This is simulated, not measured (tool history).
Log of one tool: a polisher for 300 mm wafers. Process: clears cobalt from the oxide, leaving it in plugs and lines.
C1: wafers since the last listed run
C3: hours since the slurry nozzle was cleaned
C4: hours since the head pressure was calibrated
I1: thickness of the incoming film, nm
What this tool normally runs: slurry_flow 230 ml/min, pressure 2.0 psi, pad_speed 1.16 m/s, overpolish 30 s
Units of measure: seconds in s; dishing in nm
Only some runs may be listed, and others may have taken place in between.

{"run": 1, "hour": 0.0, "slurry_flow": 230, "pressure": 2.0, "pad_speed": 1.16, "overpolish": 35, "C1": 0, "wafers polished on this pad": 5242, "C3": 396.8, "C4": 442.7, "I1": 306.1, "seconds": 58.2, "dishing": 62.9}
{"run": 2, "hour": 71.6, "slurry_flow": 195, "pressure": 2.0, "pad_speed": 1.16, "overpolish": 30, "C1": 758, "wafers polished on this pad": 6000, "C3": 468.4, "C4": 514.3, "I1": 306.7, "seconds": 59.9, "dishing": 60.1}
{"hour": 126.0, "done": "worn pad replaced by a new one"}
{"hour": 169.3, "done": "head pressure recalibrated"}
{"run": 3, "hour": 177.0, "slurry_flow": 195, "pressure": 2.0, "pad_speed": 1.16, "overpolish": 30, "C1": 1053, "wafers polished on this pad": 519, "C3": 573.8, "C4": 7.7, "I1": 309.6, "seconds": 64.8, "dishing": 60.5}
{"hour": 184.2, "done": "slurry nozzle cleaned"}
{"run": 4, "hour": 249.3, "slurry_flow": 230, "pressure": 2.0, "pad_speed": 1.16, "overpolish": 30, "C1": 755, "wafers polished on this pad": 1274, "C3": 65.1, "C4": 80.0, "I1": 314.9, "seconds": 60.3, "dishing": 62.6}
{"run": 5, "hour": 331.4, "slurry_flow": 230, "pressure": 1.5, "pad_speed": 1.16, "overpolish": 16, "C1": 869, "wafers polished on this pad": 2144, "C3": 147.2, "C4": 162.1, "I1": 313.6, "seconds": 75.7, "dishing": 40.1}
{"run": 6, "hour": 417.0, "slurry_flow": 230, "pressure": 2.0, "pad_speed": 1.16, "overpolish": 30, "C1": 907, "wafers polished on this pad": 3051, "C3": 232.8, "C4": 247.7, "I1": 310.1, "seconds": 58.8, "dishing": 59.9}
{"run": 7, "hour": 498.0, "slurry_flow": 230, "pressure": 2.0, "pad_speed": 1.04, "overpolish": 30, "C1": 858, "wafers polished on this pad": 3909, "C3": 313.8, "C4": 328.7, "I1": 306.9, "seconds": 63.9, "dishing": 58.0}
{"run": 8, "hour": 589.0, "slurry_flow": 230, "pressure": 2.0, "pad_speed": 1.04, "overpolish": 30, "C1": 964, "wafers polished on this pad": 4874, "C3": 404.8, "C4": 419.7, "I1": 311.4, "seconds": 66.2, "dishing": 58.1}
{"run": 9, "hour": 676.6, "slurry_flow": 230, "pressure": 2.0, "pad_speed": 1.04, "overpolish": 30, "C1": 928, "wafers polished on this pad": 5802, "C3": 492.4, "C4": 507.3, "I1": 310.1, "seconds": 65.7, "dishing": 56.5}
{"hour": 706.7, "done": "worn pad replaced by a new one"}
{"hour": 713.4, "done": "head pressure recalibrated"}
{"run": 10, "hour": 733.8, "slurry_flow": 230, "pressure": 2.0, "pad_speed": 0.92, "overpolish": 30, "C1": 542, "wafers polished on this pad": 265, "C3": 549.6, "C4": 20.4, "I1": 311.7, "seconds": 77.6, "dishing": 54.5}
{"run": 11, "hour": 772.7, "slurry_flow": 230, "pressure": 2.0, "pad_speed": 0.92, "overpolish": 30, "C1": 412, "wafers polished on this pad": 677, "C3": 588.5, "C4": 59.3, "I1": 311.1, "seconds": 81.3, "dishing": 54.5}
{"hour": 822.9, "done": "slurry nozzle cleaned"}
{"run": 12, "hour": 880.4, "slurry_flow": 230, "pressure": 2.0, "pad_speed": 0.92, "overpolish": 30, "C1": 1130, "wafers polished on this pad": 1808, "C3": 57.5, "C4": 167.0, "I1": 309.4, "seconds": 73.0, "dishing": 55.1}
{"run": 13, "hour": 933.8, "slurry_flow": 175, "pressure": 2.0, "pad_speed": 1.16, "overpolish": 30, "C1": 565, "wafers polished on this pad": 2374, "C3": 110.9, "C4": 220.4, "I1": 305.0, "seconds": 58.8, "dishing": 59.5}
{"run": 14, "hour": 982.3, "slurry_flow": 175, "pressure": 2.0, "pad_speed": 1.16, "overpolish": 30, "C1": 513, "wafers polished on this pad": 2888, "C3": 159.4, "C4": 268.9, "I1": 313.9, "seconds": 60.1, "dishing": 59.2}
{"run": 15, "hour": 1031.1, "slurry_flow": 265, "pressure": 2.0, "pad_speed": 1.16, "overpolish": 41, "C1": 517, "wafers polished on this pad": 3405, "C3": 208.2, "C4": 317.7, "I1": 309.8, "seconds": 57.6, "dishing": 64.0}
{"run": 16, "hour": 1107.0, "slurry_flow": 230, "pressure": 1.4, "pad_speed": 0.84, "overpolish": 30, "C1": 804, "wafers polished on this pad": 4209, "C3": 284.1, "C4": 393.6, "I1": 308.5, "seconds": 110.1, "dishing": 45.6}
{"hour": 1246.9, "done": "worn pad replaced by a new one"}
{"hour": 1337.1, "done": "head pressure recalibrated"}
{"run": 17, "hour": 1408.5, "slurry_flow": 150, "pressure": 2.0, "pad_speed": 1.16, "overpolish": 39, "C1": 3131, "wafers polished on this pad": 1691, "C3": 585.6, "C4": 71.4, "I1": 310.1, "seconds": 66.2, "dishing": 62.9}
{"run": 18, "hour": 1479.7, "slurry_flow": 160, "pressure": 2.0, "pad_speed": 1.16, "overpolish": 18, "C1": 754, "wafers polished on this pad": 2446, "C3": 656.8, "C4": 142.6, "I1": 305.9, "seconds": 69.2, "dishing": 45.0}
{"hour": 1487.6, "done": "slurry nozzle cleaned"}
{"run": 19, "hour": 1760.1, "slurry_flow": 230, "pressure": 2.0, "pad_speed": 1.16, "overpolish": 30, "C1": 2960, "wafers polished on this pad": 5406, "C3": 272.5, "C4": 423.0, "I1": 312.4, "seconds": 58.5, "dishing": 60.1}
{"run": 20, "hour": 1833.7, "slurry_flow": 275, "pressure": 1.6, "pad_speed": 1.0, "overpolish": 30, "C1": 779, "wafers polished on this pad": 6186, "C3": 346.1, "C4": 496.6, "I1": 303.1, "seconds": 82.8, "dishing": 53.8}
{"hour": 1863.6, "done": "worn pad replaced by a new one"}
{"run": 21, "hour": 1869.8, "slurry_flow": 230, "pressure": 2.0, "pad_speed": 1.48, "overpolish": 30, "C1": 340, "wafers polished on this pad": 65, "C3": 382.2, "C4": 532.7, "I1": 309.0, "seconds": 46.2, "dishing": 63.7}
{"hour": 1884.3, "done": "head pressure recalibrated"}
{"run": 22, "hour": 1926.6, "slurry_flow": 195, "pressure": 2.0, "pad_speed": 0.92, "overpolish": 19, "C1": 580, "wafers polished on this pad": 646, "C3": 439.0, "C4": 42.3, "I1": 312.1, "seconds": 79.6, "dishing": 43.2}
{"run": 23, "hour": 2005.5, "slurry_flow": 300, "pressure": 2.0, "pad_speed": 0.86, "overpolish": 30, "C1": 836, "wafers polished on this pad": 1482, "C3": 517.9, "C4": 121.2, "I1": 310.6, "seconds": 79.3, "dishing": 56.1}
{"hour": 2029.8, "done": "slurry nozzle cleaned"}
{"run": 24, "hour": 2067.6, "slurry_flow": 205, "pressure": 2.0, "pad_speed": 1.48, "overpolish": 41, "C1": 647, "wafers polished on this pad": 2129, "C3": 37.8, "C4": 183.3, "I1": 311.5, "seconds": 46.1, "dishing": 68.0}

Run 25 comes next. What will it give?
{"run": 25, "hour": 2142.9, "slurry_flow": 230, "pressure": 2.0, "pad_speed": 1.16, "overpolish": 30, "C1": 797, "wafers polished on this pad": 2927, "C3": 113.1, "C4": 258.6, "I1": 315.6, "seconds": "?", "dishing": "?"}

{"run 25": {"seconds": 58.5, "dishing": 61.0}}
The same run, on a tool lacking any hidden state, would have yielded seconds 58.1 s, dishing 61.1 nm.

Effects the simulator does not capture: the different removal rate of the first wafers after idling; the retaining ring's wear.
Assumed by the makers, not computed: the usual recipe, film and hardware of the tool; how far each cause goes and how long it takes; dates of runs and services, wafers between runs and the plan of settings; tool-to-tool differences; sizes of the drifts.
